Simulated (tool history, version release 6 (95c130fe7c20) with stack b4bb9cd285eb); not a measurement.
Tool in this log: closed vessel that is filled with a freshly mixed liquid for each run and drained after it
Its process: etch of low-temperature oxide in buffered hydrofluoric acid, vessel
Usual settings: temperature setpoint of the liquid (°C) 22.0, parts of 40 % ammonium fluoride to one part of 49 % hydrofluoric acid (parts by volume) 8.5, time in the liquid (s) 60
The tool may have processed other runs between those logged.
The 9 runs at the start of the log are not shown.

run     day  temperature setpoint of the liquid (°C)  parts of 40 % ammonium fluoride to one part of 49 % hydrofluoric acid (parts by volume)  time in the liquid (s)  read-back film thickness of the low-temperature oxide reference wafer, read on the same gauge (nm)  thickness taken off the low-temperature oxide on a monitor wafer (angstrom)
 10  24.833                                     22.0                                                                                      8.5                      60                                                                                              140.00                                                                       1224.3
 11  27.308                                     21.0                                                                                      8.5                      80                                                                                              140.01                                                                       1536.5
 12  29.162                                     21.0                                                                                      8.5                      80                                                                                              140.01                                                                       1542.0
 13  31.421                                     22.0                                                                                      8.5                      60                                                                                              140.01                                                                       1221.1
 14  33.779                                     22.0                                                                                      8.5                      45                                                                                              139.99                                                                        913.3
 15  36.738                                     25.0                                                                                      6.0                      90                                                                                              140.02                                                                       3008.7
     37.683  -- thermometer replaced
 16  39.167                                     22.0                                                                                      8.5                      60                                                                                              139.99                                                                       1247.9
 17  41.638                                     22.0                                                                                      8.5                      40                                                                                              139.99                                                                        831.8
 18  42.896                                     17.5                                                                                      7.0                      50                                                                                              140.03                                                                        993.6
 19  44.342                                     23.5                                                                                      8.5                      50                                                                                              139.96                                                                       1133.4
     46.233  -- gauge calibrated
     49.904  -- hydrofluoric acid flow meter replaced
 20  52.783                                     22.0                                                                                      8.5                      60                                                                                              139.99                                                                       1248.6
 21  53.896                                     20.0                                                                                      6.0                      60                                                                                              140.02                                                                       1574.0
 22  55.308                                     22.0                                                                                     10.5                      75                                                                                              140.00                                                                       1309.1
 23  57.204                                     20.0                                                                                      8.5                      90                                                                                              139.97                                                                       1655.0
 24  58.896                                     22.0                                                                                      5.5                      60                                                                                              139.99                                                                       1881.2
 25  59.946                                     22.0                                                                                      7.0                      60                                                                                              140.01                                                                       1534.6
 26  62.408                                     26.5                                                                                     10.5                      75                                                                                              140.01                                                                       1660.0
 27  63.846                                     25.5                                                                                      7.0                      35                                                                                              139.97                                                                       1080.2
 28  65.358                                     22.0                                                                                      8.5                      35                                                                                              140.02                                                                        718.9
 29  67.396                                     22.0                                                                                     11.0                      40                                                                                              140.00                                                                        660.2
 30  72.450                                     17.5                                                                                      6.0                      85                                                                                              139.98                                                                       1925.5
 31  75.012                                     24.5                                                                                      6.5                      90                                                                                              140.02                                                                       2802.6

Consider 5 possible next runs. They are alternatives, not a sequence: every one starts from the tool as it was left by run 31. What does each give?
  A  75.042                                     22.0                                                                                      8.5                      60                                                                                                   ?                                                                            ?
  B  75.042                                     20.0                                                                                      8.5                      70                                                                                                   ?                                                                            ?
  C  75.042                                     17.5                                                                                      5.5                      35                                                                                                   ?                                                                            ?
  D  75.042                                     26.5                                                                                     10.0                      50                                                                                                   ?                                                                            ?
  E  75.042                                     24.0                                                                                      5.5                      85                                                                                                   ?                                                                            ?

run  read-back film thickness of the low-temperature oxide reference wafer, read on the same gauge (nm)  thickness taken off the low-temperature oxide on a monitor wafer (angstrom)
  A                                                                                              139.99                                                                       1230.8
  B                                                                                              139.99                                                                       1284.6
  C                                                                                              139.99                                                                        847.0
  D                                                                                              139.99                                                                       1152.8
  E                                                                                              139.99                                                                       2953.5
Had the tool no hidden state, the same runs would have come out as:
run  thickness taken off the low-temperature oxide on a monitor wafer (angstrom)
  A                                                                       1245.1
  B                                                                       1299.8
  C                                                                        857.1
  D                                                                       1165.9
  E                                                                       2987.5
